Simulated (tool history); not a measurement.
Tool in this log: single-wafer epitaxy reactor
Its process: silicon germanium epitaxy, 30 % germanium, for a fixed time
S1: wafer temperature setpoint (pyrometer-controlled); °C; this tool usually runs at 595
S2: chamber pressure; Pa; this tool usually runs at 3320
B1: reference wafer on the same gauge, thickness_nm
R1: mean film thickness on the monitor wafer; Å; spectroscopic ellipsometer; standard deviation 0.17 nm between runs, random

run 1 hour=0 | S1=595 S2=3320 | B1=62.606 | R1=543.45
run 2 hour=61.7 | S1=595 S2=3320 | B1=62.631 | R1=544.98
run 3 hour=306.7 | S1=595 S2=3320 | B1=62.668 | R1=543.67
run 4 hour=404.4 | S1=595 S2=3320 | B1=62.546 | R1=545.23
run 5 hour=466.1 | S1=595 S2=3320 | B1=62.537 | R1=543.71
run 6 hour=570.5 | S1=595 S2=2653 | B1=62.511 | R1=489.74
-- hour=654.2 gauge calibrated
run 7 hour=660.5 | S1=595 S2=2653 | B1=62.606 | R1=485.19
run 8 hour=705 | S1=595 S2=3320 | B1=62.595 | R1=543.88
run 9 hour=787.3 | S1=604 S2=3320 | B1=62.575 | R1=654.27
-- hour=796.2 capacitance manometer re-zeroed and calibrated
run 10 hour=839.7 | S1=604 S2=3320 | B1=62.596 | R1=653.58
run 11 hour=915.4 | S1=595 S2=3320 | B1=62.583 | R1=545.1
run 12 hour=1000.4 | S1=595 S2=2893 | B1=62.666 | R1=509.69
run 13 hour=1104.9 | S1=595 S2=2893 | B1=62.57 | R1=507.85
run 14 hour=1181.2 | S1=595 S2=3586 | B1=62.608 | R1=562.03
-- hour=1208.5 pyrometer calibrated
run 15 hour=1235 | S1=595 S2=3586 | B1=62.531 | R1=573.28
run 16 hour=1314.1 | S1=595 S2=3586 | B1=62.595 | R1=572.92
run 17 hour=1381.9 | S1=595 S2=3320 | B1=62.596 | R1=549.02
run 18 hour=1437 | S1=590 S2=3720 | B1=62.559 | R1=522.66
run 19 hour=1535.5 | S1=610 S2=3933 | B1=62.585 | R1=810.58
-- hour=1565.6 showerhead replaced, of another model than before
run 20 hour=1575 | S1=586 S2=3013 | B1=62.631 | R1=434.67
-- hour=1600.9 capacitance manometer re-zeroed and calibrated
run 21 hour=1625.6 | S1=591 S2=2706 | B1=62.559 | R1=464.98
run 22 hour=1691.8 | S1=602 S2=3320 | B1=62.649 | R1=633.95
run 23 hour=1796.7 | S1=582 S2=3013 | B1=62.635 | R1=400.11
run 24 hour=1872.2 | S1=586 S2=3066 | B1=62.576 | R1=436.76
run 25 hour=1958.1 | S1=582 S2=3733 | B1=62.585 | R1=431.09
run 26 hour=2004.6 | S1=610 S2=2760 | B1=62.573 | R1=692.62
run 27 hour=2047.3 | S1=605 S2=3680 | B1=62.649 | R1=699.05
run 28 hour=2120.7 | S1=582 S2=2786 | B1=62.591 | R1=385.42
run 29 hour=2175.6 | S1=595 S2=3320 | B1=62.575 | R1=544.61
run 30 hour=2265 | S1=599 S2=3666 | B1=62.532 | R1=618.61
run 31 hour=2324.4 | S1=582 S2=3320 | B1=62.629 | R1=412.74
run 32 hour=2397.7 | S1=605 S2=2706 | B1=62.663 | R1=619.53
run 33 hour=2448.2 | S1=584 S2=2760 | B1=62.496 | R1=399.25
run 34 hour=2521 | S1=595 S2=3026 | B1=62.685 | R1=522.41
-- hour=2538.9 capacitance manometer re-zeroed and calibrated
run 35 hour=2601.6 | S1=595 S2=3320 | B1=62.586 | R1=543.24
run 36 hour=2684.7 | S1=595 S2=3320 | B1=62.579 | R1=545.57

Here are 3 independent what-if runs from the current tool condition. What would each one return?
run A hour=2685.1 | S1=595 S2=3320 | B1=? | R1=?
run B hour=2685.1 | S1=590 S2=3600 | B1=? | R1=?
run C hour=2685.1 | S1=587 S2=3800 | B1=? | R1=?

run=A B1=62.629 R1=543.92
run=B B1=62.629 R1=504.6
run=C B1=62.629 R1=483.11
Stripped of hidden state, with their random variation kept, the same runs would have yielded:
run=A R1=550.53
run=B R1=510.81
run=C R1=489.1
